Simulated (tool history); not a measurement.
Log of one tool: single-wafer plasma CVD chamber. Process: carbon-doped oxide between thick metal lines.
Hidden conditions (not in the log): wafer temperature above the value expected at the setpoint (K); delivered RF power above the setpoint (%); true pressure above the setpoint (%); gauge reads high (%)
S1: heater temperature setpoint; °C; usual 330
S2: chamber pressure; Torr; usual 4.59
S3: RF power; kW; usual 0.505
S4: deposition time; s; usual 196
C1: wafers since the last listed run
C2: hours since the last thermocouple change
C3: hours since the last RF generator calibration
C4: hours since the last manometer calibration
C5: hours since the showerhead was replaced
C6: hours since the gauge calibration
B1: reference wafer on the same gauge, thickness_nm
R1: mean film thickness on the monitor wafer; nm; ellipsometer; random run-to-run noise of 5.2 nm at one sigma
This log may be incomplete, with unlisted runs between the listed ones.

| run | day | S1 | S2 | S3 | S4 | C1 | C2 | C3 | C4 | C5 | C6 | B1 | R1 |
|---|---|---|---|---|---|---|---|---|---|---|---|---|---|
| 1 | 0.000 | 330 | 4.59 | 0.505 | 196 | 0 | 1971.7 | 1022.8 | 1917.3 | 3784.0 | 35.1 | 920.208 | 1073.559 |
| 2 | 0.817 | 330 | 4.59 | 0.505 | 196 | 220 | 1991.3 | 1042.4 | 1936.9 | 3803.6 | 54.7 | 921.221 | 1060.512 |
| 3 | 4.667 | 324 | 4.59 | 0.505 | 196 | 1041 | 2083.7 | 1134.8 | 2029.3 | 3896.0 | 147.1 | 921.555 | 1071.484 |
|  | 6.254 | showerhead replaced |
| 4 | 6.275 | 324 | 4.59 | 0.505 | 196 | 344 | 2122.3 | 1173.4 | 2067.9 | 0.5 | 185.7 | 920.292 | 1074.469 |
| 5 | 6.721 | 330 | 4.59 | 0.505 | 196 | 120 | 2133.0 | 1184.1 | 2078.6 | 11.2 | 196.4 | 918.853 | 1055.869 |
|  | 7.196 | capacitance manometer re-zeroed and calibrated |
| 6 | 7.229 | 330 | 4.59 | 0.505 | 196 | 47 | 2145.2 | 1196.3 | 0.8 | 23.4 | 208.6 | 920.906 | 1050.979 |
|  | 8.258 | thermocouple changed; heater temperature recalibrated |
|  | 8.588 | gauge calibrated |
| 7 | 8.592 | 330 | 4.18 | 0.505 | 196 | 278 | 8.0 | 1229.0 | 33.5 | 56.1 | 0.1 | 919.643 | 1045.201 |
|  | 9.388 | RF generator calibrated |
| 8 | 9.483 | 330 | 4.59 | 0.505 | 196 | 151 | 29.4 | 2.3 | 54.9 | 77.5 | 21.5 | 920.509 | 1134.203 |
| 9 | 10.079 | 330 | 5.26 | 0.475 | 196 | 161 | 43.7 | 16.6 | 69.2 | 91.8 | 35.8 | 920.622 | 1096.465 |
| 10 | 10.921 | 340 | 4.59 | 0.480 | 232 | 227 | 63.9 | 36.8 | 89.4 | 112.0 | 56.0 | 922.134 | 1235.922 |
| 11 | 11.462 | 319 | 5.33 | 0.410 | 158 | 146 | 76.9 | 49.8 | 102.4 | 125.0 | 69.0 | 919.974 | 756.369 |
| 12 | 12.567 | 330 | 4.11 | 0.540 | 196 | 298 | 103.4 | 76.3 | 128.9 | 151.5 | 95.5 | 918.166 | 1185.446 |
| 13 | 13.525 | 319 | 4.24 | 0.575 | 196 | 259 | 126.4 | 99.3 | 151.9 | 174.5 | 118.5 | 920.752 | 1283.576 |
| 14 | 15.000 | 343 | 4.59 | 0.505 | 207 | 399 | 161.8 | 134.7 | 187.3 | 209.9 | 153.9 | 919.902 | 1144.900 |
| 15 | 15.817 | 330 | 4.98 | 0.580 | 225 | 220 | 181.4 | 154.3 | 206.9 | 229.5 | 173.5 | 920.595 | 1466.094 |

Measured minus without-hidden-state, run by run (identical run-to-run variation in each term; gauge scatter may differ):
| run | R1 |
|---|---|
| 1 | -79.559 |
| 2 | -80.213 |
| 3 | -88.836 |
| 4 | -92.385 |
| 5 | -91.690 |
| 6 | -92.292 |
| 7 | -94.534 |
| 8 | -9.462 |
| 9 | -10.718 |
| 10 | -12.915 |
| 11 | -10.270 |
| 12 | -14.400 |
| 13 | -17.092 |
| 14 | -18.278 |
| 15 | -23.959 |
